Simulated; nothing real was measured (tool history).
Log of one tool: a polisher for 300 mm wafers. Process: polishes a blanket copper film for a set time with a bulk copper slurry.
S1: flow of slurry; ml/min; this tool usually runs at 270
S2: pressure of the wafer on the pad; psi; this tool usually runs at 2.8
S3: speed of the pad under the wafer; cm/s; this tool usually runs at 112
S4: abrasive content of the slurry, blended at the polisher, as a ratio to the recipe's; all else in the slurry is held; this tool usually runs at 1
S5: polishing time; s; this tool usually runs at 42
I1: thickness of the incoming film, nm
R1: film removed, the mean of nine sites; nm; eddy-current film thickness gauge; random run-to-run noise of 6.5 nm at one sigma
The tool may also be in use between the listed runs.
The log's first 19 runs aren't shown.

run	day	S1	S2	S3	S4	S5	I1	R1
20	33.508	355	2.8	102	1	42	1946.4	474.1
21	35.588	270	2	78	0.75	56	1899.3	363.9
22	38.083	270	2.8	86	1.15	42	1955.2	437.4
# day 38.725: worn pad replaced by a new one
23	39.217	270	2.1	112	1	42	1933.1	383.2
24	42.117	175	3.2	112	1	42	1951.4	526.8
# day 42.238: slurry blender recalibrated
25	43.938	240	2.8	112	1	42	1942.8	503.3
26	46.875	270	2.8	112	0.85	53	1901.9	627
# day 47.921: slurry nozzle cleaned
27	48.875	235	2.8	112	0.9	42	1943.1	501.3
# day 49.988: head pressure recalibrated
28	51.85	270	2.3	112	1	42	1912.6	396.4
29	53.108	270	2.8	112	1.1	42	1910.2	503.1
# day 54.812: worn pad replaced by a new one
30	56.812	270	2.8	112	1	42	1911	469.8

Alternative continuations, all from the tool just after run 30; predict every row:
A	56.829	270	2.8	112	1	42	1933.3	?
B	56.829	270	3.2	112	1	56	1933.3	?
C	56.829	310	1.9	92	0.75	42	1933.3	?
D	56.829	360	2.8	84	1.1	29	1933.3	?

run	R1
A	483
B	725.1
C	289.1
D	289.1
The same runs, with their run-to-run variation unchanged, on a tool lacking any hidden condition would have given:
run	R1
A	478.6
B	718.6
C	286.5
D	286.5

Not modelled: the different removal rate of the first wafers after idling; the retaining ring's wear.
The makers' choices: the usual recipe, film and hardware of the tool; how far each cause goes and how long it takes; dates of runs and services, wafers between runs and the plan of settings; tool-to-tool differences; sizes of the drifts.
